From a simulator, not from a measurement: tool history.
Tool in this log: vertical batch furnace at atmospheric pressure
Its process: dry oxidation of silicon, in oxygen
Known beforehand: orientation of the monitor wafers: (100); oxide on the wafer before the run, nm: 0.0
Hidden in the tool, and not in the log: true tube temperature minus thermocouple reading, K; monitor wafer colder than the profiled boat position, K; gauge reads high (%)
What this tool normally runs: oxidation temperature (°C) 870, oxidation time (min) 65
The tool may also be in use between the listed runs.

run   hour  oxidation temperature (°C)  oxidation time (min)  wafers since the last listed run  hours since the last temperature calibration  hours since the boat lift was adjusted  hours since the gauge calibration  read-back reference wafer on the same gauge, thickness  oxide thickness on the monitor wafer (nm)
  1      0                         870                    65                                 0                                        2735.1                                  4362.8                              224.6                                                    13.7                                       16.8
  2   31.8                         870                    65                               538                                        2766.9                                  4394.6                              256.4                                                   13.72                                      16.75
  3   58.5                         870                    65                               451                                        2793.6                                  4421.3                              283.1                                                    13.7                                      16.84
  4     72                         870                    65                               228                                        2807.1                                  4434.8                              296.6                                                   13.69                                      16.71
  5  105.9                         870                    65                               573                                          2841                                  4468.7                              330.5                                                   13.68                                      16.77
  6  119.8                         870                    65                               235                                        2854.9                                  4482.6                              344.4                                                   13.71                                      16.84
  7  146.7                         851                    65                               455                                        2881.8                                  4509.5                              371.3                                                   13.71                                      13.55
  8  172.4                         870                    65                               434                                        2907.5                                  4535.2                                397                                                    13.7                                      16.85
  9  205.8                         870                    65                               565                                        2940.9                                  4568.6                              430.4                                                    13.7                                      16.78
 10  218.2                         870                    65                               209                                        2953.3                                    4581                              442.8                                                   13.71                                      16.66
 11  251.3                         870                    65                               560                                        2986.4                                  4614.1                              475.9                                                   13.71                                      16.74
 12  286.2                         870                    65                               590                                        3021.3                                    4649                              510.8                                                   13.69                                       16.8
 13  298.3                         870                    65                               204                                        3033.4                                  4661.1                              522.9                                                    13.7                                      16.73
 14  325.5                         870                    85                               460                                        3060.6                                  4688.3                              550.1                                                    13.7                                      20.11
 15    338                         870                    85                               211                                        3073.1                                  4700.8                              562.6                                                   13.68                                       20.2
     436.4  -- boat lift adjusted
 16  438.2                         870                    85                              1289                                        3173.3                                     1.8                              662.8                                                    13.7                                      20.09
 17  451.7                         877                    65                               228                                        3186.8                                    15.3                              676.3                                                   13.71                                      18.23
 18  468.9                         870                    36                               291                                          3204                                    32.5                              693.5                                                    13.7                                      11.19
 19  481.1                         848                    53                               206                                        3216.2                                    44.7                              705.7                                                   13.71                                      11.32
 20  512.3                         861                    45                               528                                        3247.4                                    75.9                              736.9                                                   13.72                                      11.82
     555.7  -- thermocouples replaced and temperature profile calibrated
 21  556.2                         870                    35                               336                                           0.5                                   119.8                              780.8                                                    13.7                                      11.26
 22  560.3                         845                  52.5                                69                                           4.6                                   123.9                              784.9                                                    13.7                                      11.19
 23  583.8                         880                  97.5                               397                                          28.1                                   147.4                              808.4                                                   13.69                                      25.39
 24  611.5                         870                    65                               468                                          55.8                                   175.1                              836.1                                                   13.71                                      17.35
 25  642.7                         883                    65                               528                                            87                                   206.3                              867.3                                                   13.71                                       19.9
     678.1  -- thermocouples replaced and temperature profile calibrated, repeated, since the last time left the tool worse
 26  678.4                         887                    53                               198                                           0.3                                     242                                903                                                   13.69                                      16.95
     681.3  -- gauge calibrated
 27  712.9                         870                    65                               583                                          34.8                                   276.5                               31.6                                                   13.71                                      16.18
 28    747                         870                  85.5                               577                                          68.9                                   310.6                               65.7                                                    13.7                                      19.67
 29  759.4                         853                    55                               209                                          81.3                                     323                               78.1                                                    13.7                                      11.89
 30  783.4                         870                  94.5                               406                                         105.3                                     347                              102.1                                                   13.71                                         21
 31  810.4                         848                    33                               456                                         132.3                                     374                              129.1                                                   13.69                                       7.69
 32  844.2                         887                    75                               572                                         166.1                                   407.8                              162.9                                                    13.7                                      21.56
 33  866.5                         870                    65                               377                                         188.4                                   430.1                              185.2                                                   13.69                                      16.16
 34  896.1                         888                    88                               500                                           218                                   459.7                              214.8                                                    13.7                                      24.04

Pick out some run-to-run changes in oxide thickness on the monitor wafer (nm). Of each, how much would a tool without hidden state show as well, from the settings, what came in and chance, and how much is left for the hidden state and any gauge scatter not in both results compared?
Run 22 -> 23: oxidation temperature (°C) 845 -> 880, oxidation time (min) 52.5 -> 97.5. oxide thickness on the monitor wafer (nm) +14.2: hidden state +0.81, all else +13.39.
Run 23 -> 24: oxidation temperature (°C) 880 -> 870, oxidation time (min) 97.5 -> 65. oxide thickness on the monitor wafer (nm) -8.04: hidden state -0.46, all else -7.58.
Run 25 -> 26: oxidation temperature (°C) 883 -> 887, oxidation time (min) 65 -> 53, thermocouples replaced and temperature profile calibrated, repeated, since the last time left the tool worse. oxide thickness on the monitor wafer (nm) -2.95: hidden state -1.26, all else -1.69.
Run 30 -> 31: oxidation temperature (°C) 870 -> 848, oxidation time (min) 94.5 -> 33. oxide thickness on the monitor wafer (nm) -13.31: hidden state -0.06, all else -13.25.
Run 31 -> 32: oxidation temperature (°C) 848 -> 887, oxidation time (min) 33 -> 75. oxide thickness on the monitor wafer (nm) +13.87: hidden state +0.07, all else +13.8.
